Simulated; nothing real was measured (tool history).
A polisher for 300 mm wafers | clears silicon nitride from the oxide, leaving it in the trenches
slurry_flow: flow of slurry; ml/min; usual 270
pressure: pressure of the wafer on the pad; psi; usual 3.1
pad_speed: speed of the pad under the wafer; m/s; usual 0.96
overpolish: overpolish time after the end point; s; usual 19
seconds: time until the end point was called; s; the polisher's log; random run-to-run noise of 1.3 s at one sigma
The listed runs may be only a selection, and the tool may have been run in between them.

run,hour,slurry_flow,pressure,pad_speed,overpolish,wafers since the last listed run,wafers polished on this pad,hours since the slurry nozzle was cleaned,hours since the head pressure was calibrated,"incoming thickness of the incoming film, nm",seconds
1,0.0,270,3.1,0.96,19,0,1239,448.4,224.8,90.5,89.5
# hour 19.8: worn pad replaced by a new one
2,23.7,270,3.1,0.96,19,140,27,472.1,248.5,90.9,91.5
3,37.3,270,3.5,0.96,19,97,124,485.7,262.1,91.1,85.0
4,56.3,270,3.1,0.96,19,135,260,504.7,281.1,90.4,93.0
5,91.6,270,3.1,1.04,14,252,512,540.0,316.4,90.0,86.1
6,121.6,270,3.1,0.96,19,214,727,570.0,346.4,91.1,93.5
7,149.8,270,3.1,0.96,19,201,928,598.2,374.6,89.5,94.7
8,166.8,270,3.1,0.96,19,121,1050,615.2,391.6,90.0,92.1
9,185.7,220,3.1,1.08,19,135,1185,634.1,410.5,89.6,84.7
10,203.9,220,3.1,1.08,19,130,1315,652.3,428.7,88.7,83.5
# hour 220.6: worn pad replaced by a new one
11,232.8,220,3.1,1.08,19,177,87,681.2,457.6,88.5,86.2
# hour 244.9: head pressure recalibrated
12,251.9,315,3.1,1.12,19,122,209,700.3,7.0,90.8,78.0
# hour 271.6: slurry nozzle cleaned
13,282.0,315,3.1,1.12,19,207,417,10.4,37.1,89.8,80.1
14,313.8,340,3.1,1.18,19,227,644,42.2,68.9,89.7,77.0
15,338.5,320,3.1,0.96,25,176,821,66.9,93.6,89.2,92.7
16,357.9,340,2.5,0.96,19,138,959,86.3,113.0,90.8,117.3
17,379.9,270,3.1,0.96,19,157,1117,108.3,135.0,89.8,98.5
18,400.1,235,3.5,0.70,16,144,1261,128.5,155.2,90.6,117.3
19,420.8,270,3.1,0.96,19,147,1409,149.2,175.9,89.3,97.0
# hour 427.1: worn pad replaced by a new one
20,444.9,195,3.9,0.96,19,143,127,173.3,200.0,88.3,85.3
21,472.9,355,3.9,0.78,27,200,327,201.3,228.0,90.2,91.3
22,491.8,270,3.1,0.96,19,135,462,220.2,246.9,90.0,99.5
23,517.5,270,3.1,0.96,19,183,645,245.9,272.6,91.4,102.3
24,529.9,300,3.8,0.96,29,88,734,258.3,285.0,89.5,78.7
# hour 534.9: slurry nozzle cleaned, repeated, since the last time left the tool worse
25,552.7,270,3.1,0.66,25,155,890,17.8,307.8,88.8,124.9

Forecast run 26:
26,577.2,270,3.1,1.12,14,175,1065,42.3,332.3,90.7,?

{"run 26": {"seconds": 77.9}}
On a tool with no hidden condition, and with the same random variation, this run would have come out at seconds 77.5 s.
